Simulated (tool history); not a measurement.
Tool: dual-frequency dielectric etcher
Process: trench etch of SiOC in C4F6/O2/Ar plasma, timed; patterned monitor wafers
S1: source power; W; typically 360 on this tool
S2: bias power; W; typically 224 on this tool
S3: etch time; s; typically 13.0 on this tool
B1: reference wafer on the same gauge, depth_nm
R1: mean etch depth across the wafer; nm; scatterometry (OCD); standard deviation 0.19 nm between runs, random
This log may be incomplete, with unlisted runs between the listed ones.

run	hour	S1	S2	S3	B1	R1
1	0.0	360	224	16.0	34.52	35.24
2	93.5	360	224	13.0	34.40	28.02
3	138.4	360	265	13.0	34.46	30.68
4	193.5	360	265	13.0	34.54	30.61
# hour 263.9: wet clean of the chamber
5	278.4	360	224	13.0	34.43	29.07
6	370.1	360	224	13.0	34.61	28.87
7	436.3	360	224	13.0	34.44	28.64
8	499.6	360	224	13.0	34.54	28.35
# hour 709.3: wet clean of the chamber
9	711.5	360	253	13.0	34.37	30.71
10	783.2	360	253	13.0	34.48	30.78
# hour 883.9: upper electrode replaced
11	884.4	360	253	13.0	34.56	30.37
# hour 887.5: gauge calibrated
12	982.9	360	224	13.0	34.38	28.51
13	1031.4	360	224	13.0	34.61	28.12
# hour 1186.7: wet clean of the chamber
14	1223.1	360	224	13.0	34.50	28.84
15	1304.6	430	240	13.0	34.59	31.88
16	1343.3	450	224	15.5	34.46	37.24
17	1432.5	300	224	11.5	34.47	23.62
# hour 1444.7: bias power generator calibrated
18	1499.0	300	269	9.5	34.59	21.02
# hour 1511.7: source power generator calibrated
19	1567.3	310	238	15.5	34.54	32.74
# hour 1661.8: wet clean of the chamber
20	1662.3	280	224	14.5	34.50	29.20
21	1721.1	360	224	13.0	34.49	28.80
22	1825.6	280	224	11.5	34.57	23.05
23	1897.9	420	177	9.5	34.46	19.39
24	1991.8	280	224	10.0	34.54	19.61
25	2059.4	360	224	13.0	34.45	27.85
# hour 2090.8: wet clean of the chamber
26	2098.0	360	224	9.5	34.44	21.03
27	2169.3	360	263	10.5	34.54	25.02
28	2276.9	310	209	10.5	34.47	20.93
29	2314.9	280	184	9.5	34.49	17.19

What if the next run were any one of these 4? Each begins from the tool's condition after run 29:
A	2315.3	360	224	13.0	?	?
B	2315.3	410	224	13.0	?	?
C	2315.3	430	202	11.5	?	?
D	2315.3	360	224	10.0	?	?

run	B1	R1
A	34.55	28.24
B	34.55	29.58
C	34.55	25.31
D	34.55	21.72
What these runs would have given with no unlogged condition in the tool:
run	R1
A	28.87
B	30.24
C	25.87
D	22.21

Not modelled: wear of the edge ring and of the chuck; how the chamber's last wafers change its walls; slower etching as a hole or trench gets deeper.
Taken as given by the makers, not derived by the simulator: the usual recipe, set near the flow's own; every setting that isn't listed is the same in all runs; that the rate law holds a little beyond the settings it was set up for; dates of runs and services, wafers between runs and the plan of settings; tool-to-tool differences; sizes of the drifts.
